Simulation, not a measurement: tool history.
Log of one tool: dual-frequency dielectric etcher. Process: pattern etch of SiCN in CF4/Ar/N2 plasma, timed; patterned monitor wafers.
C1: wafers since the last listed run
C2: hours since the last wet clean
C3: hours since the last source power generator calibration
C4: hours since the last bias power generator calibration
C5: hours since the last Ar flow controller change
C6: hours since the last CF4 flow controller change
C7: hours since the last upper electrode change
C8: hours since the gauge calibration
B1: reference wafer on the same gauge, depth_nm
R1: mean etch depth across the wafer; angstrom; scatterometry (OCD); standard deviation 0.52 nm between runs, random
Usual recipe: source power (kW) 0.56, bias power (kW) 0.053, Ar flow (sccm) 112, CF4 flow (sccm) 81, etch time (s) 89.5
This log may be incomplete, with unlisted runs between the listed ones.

{"run": 1, "hour": 0.0, "source power (kW)": 0.56, "bias power (kW)": 0.053, "Ar flow (sccm)": 112, "CF4 flow (sccm)": 81, "etch time (s)": 89.5, "C1": 0, "C2": 537.1, "C3": 0.5, "C4": 4428.3, "C5": 3921.2, "C6": 4546.8, "C7": 3619.7, "C8": 579.7, "B1": 94.7, "R1": 838}
{"run": 2, "hour": 18.9, "source power (kW)": 0.56, "bias power (kW)": 0.048, "Ar flow (sccm)": 112, "CF4 flow (sccm)": 81, "etch time (s)": 96, "C1": 137, "C2": 556, "C3": 19.4, "C4": 4447.2, "C5": 3940.1, "C6": 4565.7, "C7": 3638.6, "C8": 598.6, "B1": 94.9, "R1": 879}
{"run": 3, "hour": 42.5, "source power (kW)": 0.56, "bias power (kW)": 0.053, "Ar flow (sccm)": 112, "CF4 flow (sccm)": 81, "etch time (s)": 89.5, "C1": 171, "C2": 579.6, "C3": 43, "C4": 4470.8, "C5": 3963.7, "C6": 4589.3, "C7": 3662.2, "C8": 622.2, "B1": 94.7, "R1": 837}
{"run": 4, "hour": 57.3, "source power (kW)": 0.56, "bias power (kW)": 0.053, "Ar flow (sccm)": 112, "CF4 flow (sccm)": 81, "etch time (s)": 89.5, "C1": 107, "C2": 594.4, "C3": 57.8, "C4": 4485.6, "C5": 3978.5, "C6": 4604.1, "C7": 3677, "C8": 637, "B1": 94.7, "R1": 839}
{"run": 5, "hour": 80.5, "source power (kW)": 0.56, "bias power (kW)": 0.053, "Ar flow (sccm)": 112, "CF4 flow (sccm)": 81, "etch time (s)": 89.5, "C1": 168, "C2": 617.6, "C3": 81, "C4": 4508.8, "C5": 4001.7, "C6": 4627.3, "C7": 3700.2, "C8": 660.2, "B1": 94.7, "R1": 838}
{"run": 6, "hour": 98.5, "source power (kW)": 0.68, "bias power (kW)": 0.061, "Ar flow (sccm)": 92, "CF4 flow (sccm)": 81, "etch time (s)": 103, "C1": 131, "C2": 635.6, "C3": 99, "C4": 4526.8, "C5": 4019.7, "C6": 4645.3, "C7": 3718.2, "C8": 678.2, "B1": 94.7, "R1": 1137}
{"run": 7, "hour": 128.4, "source power (kW)": 0.56, "bias power (kW)": 0.053, "Ar flow (sccm)": 112, "CF4 flow (sccm)": 87, "etch time (s)": 89.5, "C1": 217, "C2": 665.5, "C3": 128.9, "C4": 4556.7, "C5": 4049.6, "C6": 4675.2, "C7": 3748.1, "C8": 708.1, "B1": 94.7, "R1": 838}
{"hour": 163.3, "done": "upper electrode replaced, of another model than before"}
{"hour": 182.5, "done": "wet clean of the chamber"}
{"run": 8, "hour": 183.0, "source power (kW)": 0.56, "bias power (kW)": 0.053, "Ar flow (sccm)": 112, "CF4 flow (sccm)": 81, "etch time (s)": 89.5, "C1": 83, "C2": 0.5, "C3": 183.5, "C4": 4611.3, "C5": 4104.2, "C6": 4729.8, "C7": 19.7, "C8": 762.7, "B1": 94.7, "R1": 860}
{"run": 9, "hour": 183.3, "source power (kW)": 0.56, "bias power (kW)": 0.053, "Ar flow (sccm)": 112, "CF4 flow (sccm)": 81, "etch time (s)": 89.5, "C1": 2, "C2": 0.8, "C3": 183.8, "C4": 4611.6, "C5": 4104.5, "C6": 4730.1, "C7": 20, "C8": 763, "B1": 94.7, "R1": 855}
{"hour": 191.6, "done": "Ar flow controller replaced"}
{"run": 10, "hour": 215.1, "source power (kW)": 0.56, "bias power (kW)": 0.063, "Ar flow (sccm)": 112, "CF4 flow (sccm)": 81, "etch time (s)": 89.5, "C1": 187, "C2": 32.6, "C3": 215.6, "C4": 4643.4, "C5": 23.5, "C6": 4761.9, "C7": 51.8, "C8": 794.8, "B1": 94.6, "R1": 872}
{"run": 11, "hour": 241.3, "source power (kW)": 0.56, "bias power (kW)": 0.053, "Ar flow (sccm)": 94, "CF4 flow (sccm)": 81, "etch time (s)": 89.5, "C1": 190, "C2": 58.8, "C3": 241.8, "C4": 4669.6, "C5": 49.7, "C6": 4788.1, "C7": 78, "C8": 821, "B1": 94.6, "R1": 904}
{"hour": 265.7, "done": "bias power generator calibrated"}
{"run": 12, "hour": 275.4, "source power (kW)": 0.6, "bias power (kW)": 0.048, "Ar flow (sccm)": 112, "CF4 flow (sccm)": 81, "etch time (s)": 67, "C1": 219, "C2": 92.9, "C3": 275.9, "C4": 9.7, "C5": 83.8, "C6": 4822.2, "C7": 112.1, "C8": 855.1, "B1": 94.7, "R1": 660}
{"run": 13, "hour": 294.3, "source power (kW)": 0.56, "bias power (kW)": 0.053, "Ar flow (sccm)": 112, "CF4 flow (sccm)": 81, "etch time (s)": 89.5, "C1": 137, "C2": 111.8, "C3": 294.8, "C4": 28.6, "C5": 102.7, "C6": 4841.1, "C7": 131, "C8": 874, "B1": 94.7, "R1": 855}
{"hour": 309.3, "done": "gauge calibrated"}
{"hour": 310.3, "done": "CF4 flow controller replaced"}
{"run": 14, "hour": 358.7, "source power (kW)": 0.56, "bias power (kW)": 0.053, "Ar flow (sccm)": 112, "CF4 flow (sccm)": 100, "etch time (s)": 89.5, "C1": 425, "C2": 176.2, "C3": 359.2, "C4": 93, "C5": 167.1, "C6": 48.4, "C7": 195.4, "C8": 49.4, "B1": 94.7, "R1": 890}
{"run": 15, "hour": 393.5, "source power (kW)": 0.56, "bias power (kW)": 0.053, "Ar flow (sccm)": 112, "CF4 flow (sccm)": 81, "etch time (s)": 89.5, "C1": 253, "C2": 211, "C3": 394, "C4": 127.8, "C5": 201.9, "C6": 83.2, "C7": 230.2, "C8": 84.2, "B1": 94.6, "R1": 844}

What will run 16 give?
{"run": 16, "hour": 412.7, "source power (kW)": 0.56, "bias power (kW)": 0.053, "Ar flow (sccm)": 112, "CF4 flow (sccm)": 71, "etch time (s)": 101, "C1": 139, "C2": 230.2, "C3": 413.2, "C4": 147, "C5": 221.1, "C6": 102.4, "C7": 249.4, "C8": 103.4, "B1": "?", "R1": "?"}

B1: 94.6
R1: 941 angstrom
Take away the tool's hidden state, keep the run-to-run variation as it was, and the same run would have given R1 949 angstrom.
